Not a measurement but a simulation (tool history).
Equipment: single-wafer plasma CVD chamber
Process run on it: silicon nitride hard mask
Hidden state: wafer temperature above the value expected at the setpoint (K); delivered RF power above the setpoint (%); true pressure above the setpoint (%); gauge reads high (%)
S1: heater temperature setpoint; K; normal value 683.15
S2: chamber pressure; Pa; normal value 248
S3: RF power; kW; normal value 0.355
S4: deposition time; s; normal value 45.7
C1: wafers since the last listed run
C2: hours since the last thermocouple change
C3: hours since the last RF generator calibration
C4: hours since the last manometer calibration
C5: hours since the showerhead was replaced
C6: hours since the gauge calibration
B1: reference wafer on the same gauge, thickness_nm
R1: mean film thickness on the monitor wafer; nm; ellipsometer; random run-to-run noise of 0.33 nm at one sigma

Run 1, day 0: usual settings; C1 0; C2 812.1; C3 311.9; C4 2432.6; C5 7731.5; C6 146.5; B1 55.616. Result: R1 55.752 nm.
Run 2, day 2.788: usual settings; C1 1180; C2 879; C3 378.8; C4 2499.5; C5 7798.4; C6 213.4; B1 55.634. Result: R1 55.161 nm.
Run 3, day 4.458: usual settings; C1 707; C2 919.1; C3 418.9; C4 2539.6; C5 7838.5; C6 253.5; B1 55.617. Result: R1 55.505 nm.
Run 4, day 6.412: usual settings; C1 827; C2 966; C3 465.8; C4 2586.5; C5 7885.4; C6 300.4; B1 55.59. Result: R1 55.687 nm.
Run 5, day 8.867: usual settings; C1 1039; C2 1024.9; C3 524.7; C4 2645.4; C5 7944.3; C6 359.3; B1 55.66. Result: R1 55.01 nm.
Run 6, day 10.288: usual settings; C1 601; C2 1059; C3 558.8; C4 2679.5; C5 7978.4; C6 393.4; B1 55.601. Result: R1 54.916 nm.
Run 7, day 12.412: usual settings but S1 675.15 K; C1 899; C2 1110; C3 609.8; C4 2730.5; C5 8029.4; C6 444.4; B1 55.655. Result: R1 55.163 nm.
Run 8, day 13.729: usual settings but S1 675.15 K; C1 557; C2 1141.6; C3 641.4; C4 2762.1; C5 8061; C6 476; B1 55.691. Result: R1 55.145 nm.
Run 9, day 14.9: usual settings but S1 675.15 K; C1 495; C2 1169.7; C3 669.5; C4 2790.2; C5 8089.1; C6 504.1; B1 55.624. Result: R1 54.706 nm.
At day 18.396: showerhead replaced.
Run 10, day 20.704: usual settings; C1 2316; C2 1309; C3 808.8; C4 2929.5; C5 55.4; C6 643.4; B1 55.618. Result: R1 54.539 nm.
Run 11, day 21.85: usual settings; C1 485; C2 1336.5; C3 836.3; C4 2957; C5 82.9; C6 670.9; B1 55.615. Result: R1 54.105 nm.
At day 21.929: gauge calibrated.
Run 12, day 23.2: usual settings but S1 672.15 K, S2 307 Pa, S4 52.2 s; C1 571; C2 1368.9; C3 868.7; C4 2989.4; C5 115.3; C6 30.5; B1 55.657. Result: R1 64.186 nm.
At day 24.242: RF generator calibrated.
Run 13, day 24.262: usual settings but S4 38.9 s; C1 308; C2 1394.4; C3 0.5; C4 3014.9; C5 140.8; C6 56; B1 55.641. Result: R1 47.58 nm.
Run 14, day 26.479: usual settings but S1 676.15 K, S3 0.415 kW, S4 36.9 s; C1 938; C2 1447.6; C3 53.7; C4 3068.1; C5 194; C6 109.2; B1 55.576. Result: R1 49.567 nm.
At day 27.433: thermocouple changed; heater temperature recalibrated.
Run 15, day 27.633: usual settings but S2 189 Pa, S3 0.32 kW, S4 54.1 s; C1 347; C2 4.8; C3 81.4; C4 3095.8; C5 221.7; C6 136.9; B1 55.558. Result: R1 59.254 nm.
Run 16, day 30.488: usual settings but S1 695.15 K; C1 1208; C2 73.3; C3 149.9; C4 3164.3; C5 290.2; C6 205.4; B1 55.565. Result: R1 55.774 nm.
Run 17, day 32.792: usual settings but S1 674.15 K; C1 975; C2 128.6; C3 205.2; C4 3219.6; C5 345.5; C6 260.7; B1 55.558. Result: R1 56.83 nm.
At day 35.108: capacitance manometer re-zeroed and calibrated.
Run 18, day 35.725: usual settings; C1 1100; C2 199; C3 275.6; C4 14.8; C5 415.9; C6 331.1; B1 55.603. Result: R1 55.256 nm.
Run 19, day 38.338: usual settings but S1 671.15 K, S2 229 Pa; C1 1106; C2 261.7; C3 338.3; C4 77.5; C5 478.6; C6 393.8; B1 55.516. Result: R1 54.549 nm.
Run 20, day 40.479: usual settings but S1 675.15 K; C1 906; C2 313.1; C3 389.7; C4 128.9; C5 530; C6 445.2; B1 55.621. Result: R1 55.232 nm.
Run 21, day 42.758: usual settings but S1 670.15 K, S3 0.4 kW; C1 964; C2 367.8; C3 444.4; C4 183.6; C5 584.7; C6 499.9; B1 55.541. Result: R1 59.393 nm.
Run 22, day 44.35: usual settings but S3 0.375 kW; C1 673; C2 406; C3 482.6; C4 221.8; C5 622.9; C6 538.1; B1 55.589. Result: R1 56.72 nm.

Run by run, hidden condition taken away, random variation retained:
run      R1
  1  56.174
  2  55.725
  3  56.175
  4  56.492
  5  55.993
  6  56.017
  7  56.463
  8  56.575
  9  56.245
 10  56.759
 11  56.461
 12  67.204
 13  47.947
 14  49.929
 15  59.757
 16  56.277
 17  57.407
 18  55.924
 19  55.329
 20  56.143
 21  60.507
 22  57.926

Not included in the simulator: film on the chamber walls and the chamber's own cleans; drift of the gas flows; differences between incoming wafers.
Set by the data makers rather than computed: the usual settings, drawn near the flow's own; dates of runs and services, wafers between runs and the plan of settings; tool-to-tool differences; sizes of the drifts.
